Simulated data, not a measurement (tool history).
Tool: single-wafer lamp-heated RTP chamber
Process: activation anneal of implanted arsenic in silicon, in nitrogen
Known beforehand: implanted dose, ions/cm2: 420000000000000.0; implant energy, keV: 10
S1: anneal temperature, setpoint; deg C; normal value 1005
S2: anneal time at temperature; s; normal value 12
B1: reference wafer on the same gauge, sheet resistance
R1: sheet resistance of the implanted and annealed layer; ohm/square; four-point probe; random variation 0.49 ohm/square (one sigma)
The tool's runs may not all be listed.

| run | hour | S1 | S2 | B1 | R1 |
|---|---|---|---|---|---|
| 1 | 0 | 1005 | 12 | 291.97 | 277.42 |
|  | 108.4 | reflector plate cleaned |
| 2 | 236.9 | 1005 | 12 | 292.02 | 278.53 |
| 3 | 325.9 | 1005 | 12 | 291.95 | 278.81 |
|  | 385.6 | pyrometer window cleaned and pyrometer calibrated |
| 4 | 422.7 | 1020 | 12 | 291.98 | 275.02 |
|  | 472.9 | reflector plate cleaned |
| 5 | 473.4 | 1020 | 12 | 291.96 | 274.02 |
| 6 | 513.1 | 1020 | 12 | 291.97 | 273.74 |
| 7 | 585.6 | 1005 | 16 | 292.05 | 274.44 |
| 8 | 684.5 | 1005 | 16 | 292.04 | 274.74 |
|  | 734.8 | reflector plate cleaned, repeated, since the last time left the tool worse |
|  | 748.9 | pyrometer window cleaned and pyrometer calibrated |
| 9 | 754 | 1005 | 16 | 292.05 | 276.14 |
|  | 859.9 | gauge calibrated |
| 10 | 1010.1 | 1005 | 12 | 291.99 | 278.89 |
|  | 1089.5 | pyrometer window cleaned and pyrometer calibrated |
| 11 | 1106.6 | 995 | 12 | 291.98 | 280.61 |
|  | 1167.4 | reflector plate cleaned |
| 12 | 1184.7 | 1005 | 12 | 292.05 | 278.81 |
| 13 | 1239 | 997 | 9 | 292.04 | 282.02 |
| 14 | 1275.7 | 1029 | 14 | 292.01 | 271.45 |
|  | 1462.1 | pyrometer window cleaned and pyrometer calibrated |
| 15 | 1519.4 | 1016 | 16 | 291.89 | 272.83 |
| 16 | 1558.4 | 988 | 17 | 291.98 | 278.27 |
|  | 1571.9 | reflector plate cleaned |
| 17 | 1642.9 | 1020 | 12 | 292.03 | 275.22 |
| 18 | 1748.2 | 980 | 17 | 292.01 | 279.52 |
| 19 | 1808.5 | 1024 | 17 | 291.99 | 269.92 |
|  | 1834.2 | pyrometer window cleaned and pyrometer calibrated |
| 20 | 1889 | 1024 | 19 | 291.91 | 268.64 |

5 ways to go on from here, each from the tool as it stands after run 20. What would each give?
| A | 1889.4 | 1005 | 15 | ? | ? |
| B | 1889.4 | 1014 | 17 | ? | ? |
| C | 1889.4 | 1005 | 19 | ? | ? |
| D | 1889.4 | 1005 | 10 | ? | ? |
| E | 1889.4 | 1024 | 10 | ? | ? |

| run | B1 | R1 |
|---|---|---|
| A | 291.92 | 276.21 |
| B | 291.92 | 272.69 |
| C | 291.92 | 273.69 |
| D | 291.92 | 280.05 |
| E | 291.92 | 276.26 |
With the hidden condition removed and each run's random variation left untouched, the same runs would have given:
| run | R1 |
|---|---|
| A | 277 |
| B | 273.61 |
| C | 274.56 |
| D | 280.7 |
| E | 277.05 |
